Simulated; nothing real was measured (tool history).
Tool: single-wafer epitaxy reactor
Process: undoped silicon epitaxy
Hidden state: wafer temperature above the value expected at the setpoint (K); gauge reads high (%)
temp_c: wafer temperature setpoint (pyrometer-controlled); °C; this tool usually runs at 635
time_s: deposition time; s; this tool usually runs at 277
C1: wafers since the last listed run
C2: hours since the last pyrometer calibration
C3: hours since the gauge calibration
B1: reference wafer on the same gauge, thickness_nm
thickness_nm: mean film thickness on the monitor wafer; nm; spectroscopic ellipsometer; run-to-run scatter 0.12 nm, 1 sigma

run 1 hour=0 | temp_c=635 time_s=290 | C1=0 C2=1191.5 C3=428.2 | B1=33.368 | thickness_nm=36.279
-- hour=5.7 gauge calibrated
run 2 hour=91.3 | temp_c=635 time_s=290 | C1=695 C2=1282.8 C3=85.6 | B1=32.955 | thickness_nm=35.779
run 3 hour=103.6 | temp_c=635 time_s=277 | C1=93 C2=1295.1 C3=97.9 | B1=32.961 | thickness_nm=34.329
run 4 hour=122.7 | temp_c=643 time_s=307 | C1=145 C2=1314.2 C3=117 | B1=32.973 | thickness_nm=45.574
run 5 hour=157.4 | temp_c=643 time_s=307 | C1=264 C2=1348.9 C3=151.7 | B1=33.029 | thickness_nm=45.541
run 6 hour=188.8 | temp_c=635 time_s=277 | C1=239 C2=1380.3 C3=183.1 | B1=33.064 | thickness_nm=34.356
run 7 hour=211.5 | temp_c=635 time_s=277 | C1=172 C2=1403 C3=205.8 | B1=33.082 | thickness_nm=34.555
run 8 hour=236.9 | temp_c=635 time_s=277 | C1=193 C2=1428.4 C3=231.2 | B1=33.121 | thickness_nm=34.14
run 9 hour=258.3 | temp_c=635 time_s=277 | C1=162 C2=1449.8 C3=252.6 | B1=33.153 | thickness_nm=34.609
run 10 hour=281.8 | temp_c=635 time_s=260 | C1=178 C2=1473.3 C3=276.1 | B1=33.157 | thickness_nm=32.308
run 11 hour=317.7 | temp_c=635 time_s=260 | C1=273 C2=1509.2 C3=312 | B1=33.196 | thickness_nm=32.252
run 12 hour=342.4 | temp_c=635 time_s=260 | C1=188 C2=1533.9 C3=336.7 | B1=33.26 | thickness_nm=32.355
run 13 hour=367.6 | temp_c=635 time_s=232 | C1=191 C2=1559.1 C3=361.9 | B1=33.302 | thickness_nm=28.996
run 14 hour=406.3 | temp_c=635 time_s=277 | C1=294 C2=1597.8 C3=400.6 | B1=33.338 | thickness_nm=34.585
run 15 hour=420.1 | temp_c=649 time_s=320 | C1=105 C2=1611.6 C3=414.4 | B1=33.351 | thickness_nm=54.646
run 16 hour=438.1 | temp_c=635 time_s=277 | C1=137 C2=1629.6 C3=432.4 | B1=33.367 | thickness_nm=34.539
run 17 hour=471.3 | temp_c=630 time_s=239 | C1=252 C2=1662.8 C3=465.6 | B1=33.436 | thickness_nm=26.742
-- hour=473 gauge calibrated
-- hour=495.3 pyrometer calibrated
run 18 hour=496 | temp_c=635 time_s=317 | C1=127 C2=0.7 C3=23 | B1=32.79 | thickness_nm=39.139
run 19 hour=513.2 | temp_c=628 time_s=277 | C1=130 C2=17.9 C3=40.2 | B1=32.86 | thickness_nm=29.103
run 20 hour=545.2 | temp_c=627 time_s=235 | C1=243 C2=49.9 C3=72.2 | B1=32.885 | thickness_nm=24.242
run 21 hour=580.8 | temp_c=621 time_s=256 | C1=271 C2=85.5 C3=107.8 | B1=32.937 | thickness_nm=22.872
run 22 hour=671.9 | temp_c=635 time_s=277 | C1=693 C2=176.6 C3=198.9 | B1=33.054 | thickness_nm=34.389
run 23 hour=699 | temp_c=629 time_s=306 | C1=206 C2=203.7 C3=226 | B1=33.067 | thickness_nm=33.334
run 24 hour=723.6 | temp_c=641 time_s=235 | C1=187 C2=228.3 C3=250.6 | B1=33.104 | thickness_nm=33.358
run 25 hour=735.9 | temp_c=627 time_s=235 | C1=93 C2=240.6 C3=262.9 | B1=33.147 | thickness_nm=24.413

Run-by-run hidden state of the tool:
wafer temperature above the value expected at the setpoint (K): 0 on each run
H1: gauge reads high (%)
run=1 H1=1.74
run=2 H1=0.403
run=3 H1=0.452
run=4 H1=0.529
run=5 H1=0.668
run=6 H1=0.793
run=7 H1=0.884
run=8 H1=0.986
run=9 H1=1.07
run=10 H1=1.17
run=11 H1=1.31
run=12 H1=1.41
run=13 H1=1.51
run=14 H1=1.66
run=15 H1=1.72
run=16 H1=1.79
run=17 H1=1.92
run=18 H1=0.0517
run=19 H1=0.12
run=20 H1=0.248
run=21 H1=0.391
run=22 H1=0.755
run=23 H1=0.864
run=24 H1=0.962
run=25 H1=1.01
